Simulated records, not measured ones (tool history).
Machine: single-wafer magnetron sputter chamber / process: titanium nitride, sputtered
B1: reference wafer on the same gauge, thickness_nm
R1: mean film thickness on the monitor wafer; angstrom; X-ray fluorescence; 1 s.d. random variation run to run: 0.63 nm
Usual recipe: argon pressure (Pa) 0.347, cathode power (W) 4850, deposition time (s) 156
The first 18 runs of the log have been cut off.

run 19 hour=1256.4 | argon_pressure_(Pa)=0.347 cathode_power_(W)=4850 deposition_time_(s)=156 | B1=142.004 | R1=1539.61
run 20 hour=1356.0 | argon_pressure_(Pa)=0.242 cathode_power_(W)=4850 deposition_time_(s)=185 | B1=142.237 | R1=1894.99
run 21 hour=1423.9 | argon_pressure_(Pa)=0.243 cathode_power_(W)=4000 deposition_time_(s)=132 | B1=141.893 | R1=1116.87
-- hour=1453.6 sputter target and shields replaced
run 22 hour=1492.2 | argon_pressure_(Pa)=0.425 cathode_power_(W)=4850 deposition_time_(s)=140 | B1=142.198 | R1=1341.09
run 23 hour=1528.7 | argon_pressure_(Pa)=0.347 cathode_power_(W)=4850 deposition_time_(s)=156 | B1=142.064 | R1=1543.26
run 24 hour=1605.9 | argon_pressure_(Pa)=0.347 cathode_power_(W)=4850 deposition_time_(s)=156 | B1=141.978 | R1=1531.63
-- hour=1642.4 gauge calibrated
run 25 hour=1646.6 | argon_pressure_(Pa)=0.347 cathode_power_(W)=5750 deposition_time_(s)=156 | B1=141.969 | R1=1813.29
run 26 hour=1697.8 | argon_pressure_(Pa)=0.347 cathode_power_(W)=4850 deposition_time_(s)=184 | B1=141.898 | R1=1811.40
-- hour=1790.4 capacitance manometer re-zeroed and calibrated
run 27 hour=1795.5 | argon_pressure_(Pa)=0.347 cathode_power_(W)=4850 deposition_time_(s)=156 | B1=142.087 | R1=1497.70
-- hour=1835.1 magnet pack replaced
run 28 hour=1845.1 | argon_pressure_(Pa)=0.347 cathode_power_(W)=4850 deposition_time_(s)=156 | B1=142.147 | R1=1507.67
run 29 hour=1931.1 | argon_pressure_(Pa)=0.347 cathode_power_(W)=3850 deposition_time_(s)=168 | B1=141.993 | R1=1288.84
-- hour=1955.7 sputter target and shields replaced
run 30 hour=1968.5 | argon_pressure_(Pa)=0.476 cathode_power_(W)=4850 deposition_time_(s)=168 | B1=141.952 | R1=1551.24
run 31 hour=2062.1 | argon_pressure_(Pa)=0.347 cathode_power_(W)=4150 deposition_time_(s)=180 | B1=141.948 | R1=1490.93
run 32 hour=2237.5 | argon_pressure_(Pa)=0.347 cathode_power_(W)=5950 deposition_time_(s)=156 | B1=141.799 | R1=1850.76
run 33 hour=2288.1 | argon_pressure_(Pa)=0.347 cathode_power_(W)=4850 deposition_time_(s)=167 | B1=142.040 | R1=1611.85
run 34 hour=2382.2 | argon_pressure_(Pa)=0.236 cathode_power_(W)=4850 deposition_time_(s)=141 | B1=141.754 | R1=1433.32
run 35 hour=2472.7 | argon_pressure_(Pa)=0.263 cathode_power_(W)=4850 deposition_time_(s)=183 | B1=141.958 | R1=1848.02

What if the next run were any one of these 3? Each begins from the tool's condition after run 35:
run A hour=2473.1 | argon_pressure_(Pa)=0.347 cathode_power_(W)=4850 deposition_time_(s)=156 | B1=? | R1=?
run B hour=2473.1 | argon_pressure_(Pa)=0.300 cathode_power_(W)=5250 deposition_time_(s)=173 | B1=? | R1=?
run C hour=2473.1 | argon_pressure_(Pa)=0.385 cathode_power_(W)=6000 deposition_time_(s)=143 | B1=? | R1=?

run=A B1=141.884 R1=1521.29
run=B B1=141.884 R1=1858.77
run=C B1=141.884 R1=1700.84
Had the tool no hidden state, the same runs would have come out as:
run=A R1=1503.91
run=B R1=1840.58
run=C R1=1679.20

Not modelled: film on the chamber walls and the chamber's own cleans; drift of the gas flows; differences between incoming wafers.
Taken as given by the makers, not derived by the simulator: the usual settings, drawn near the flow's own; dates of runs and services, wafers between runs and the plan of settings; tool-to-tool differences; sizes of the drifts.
